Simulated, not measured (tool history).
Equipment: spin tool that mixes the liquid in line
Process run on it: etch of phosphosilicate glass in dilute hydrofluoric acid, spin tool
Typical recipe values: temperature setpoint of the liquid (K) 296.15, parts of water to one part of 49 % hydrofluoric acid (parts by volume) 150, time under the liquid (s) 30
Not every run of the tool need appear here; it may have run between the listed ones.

run	day	temperature setpoint of the liquid (K)	parts of water to one part of 49 % hydrofluoric acid (parts by volume)	time under the liquid (s)	read-back film thickness of the phosphosilicate glass reference wafer, read on the same gauge (nm)	thickness taken off the phosphosilicate glass on a monitor wafer (Å)
1	0.000	296.15	150	30	90.01	394.4
2	1.883	296.15	150	30	89.94	404.1
3	3.317	296.15	150	30	89.99	397.9
4	4.329	296.15	150	30	90.01	393.5
5	6.150	296.15	150	30	90.03	398.5
6	7.550	296.15	150	30	89.97	396.0
7	9.388	296.15	150	30	89.94	398.6
8	10.804	296.15	150	30	90.05	398.5
9	13.567	296.15	150	20	90.02	267.2
10	16.371	296.15	195	30	90.05	291.4
11	17.879	299.15	150	20	89.98	315.7
12	19.100	296.15	150	30	89.96	415.5
13	20.512	296.15	150	30	90.02	416.8
14	21.846	296.15	125	30	89.97	517.2
15	24.167	291.65	150	30	90.00	353.2
16	26.825	292.65	150	30	90.04	368.9
17	29.588	298.15	85	30	89.97	880.1
18	31.071	300.15	190	20	89.99	248.6
19	32.912	292.65	95	20	89.97	413.6
20	35.158	296.15	150	45	90.02	637.5
21	39.425	296.15	150	30	89.98	427.8
22	41.296	296.15	150	30	89.98	416.1
23	42.783	297.65	215	45	89.97	443.0
24	44.342	294.15	110	20	89.97	340.9
25	45.383	294.15	185	15	90.05	140.2
26	47.483	296.15	120	30	89.97	498.2
27	48.750	292.65	125	30	89.96	412.2
28	50.996	291.15	150	30	90.05	315.3
29	53.338	296.15	150	30	90.03	397.1
30	56.317	297.65	210	20	90.03	186.5
31	57.396	296.15	150	30	90.02	388.8
32	60.196	296.15	125	30	89.96	473.7
33	63.025	296.15	215	20	90.02	171.6

Not shown here: 4 entries made in the log between runs. Locate each between two listed runs and compare the hidden state at the listed run before it with the hidden state at the listed run after it:
Run 2 -> run 3: gauge calibrated (day 2.229)
  liquid colder than its thermometer reads (K): 1.01 -> 1.03; hydrofluoric acid flow above the setpoint (%): 5.37 -> 5.5
  measured value less the no-hidden-state value, thickness taken off the phosphosilicate glass on a monitor wafer (Å): +8.6 -> +8.7
Run 10 -> run 11: thermometer replaced (day 17.471)
  liquid colder than its thermometer reads (K): 1.25 -> 0.0706; hydrofluoric acid flow above the setpoint (%): 6.73 -> 6.88
  measured value less the no-hidden-state value, thickness taken off the phosphosilicate glass on a monitor wafer (Å): +8.8 -> +22.9
Run 23 -> run 24: hydrofluoric acid flow meter replaced (day 43.433)
  liquid colder than its thermometer reads (K): 0.495 -> 0.522; hydrofluoric acid flow above the setpoint (%): 9.23 -> 0.754
  measured value less the no-hidden-state value, thickness taken off the phosphosilicate glass on a monitor wafer (Å): +37.8 -> -4.3
Run 32 -> run 33: gauge calibrated (day 61.083)
  liquid colder than its thermometer reads (K): 0.793 -> 0.841; hydrofluoric acid flow above the setpoint (%): 2.25 -> 2.52
  measured value less the no-hidden-state value, thickness taken off the phosphosilicate glass on a monitor wafer (Å): -2.8 -> -0.1
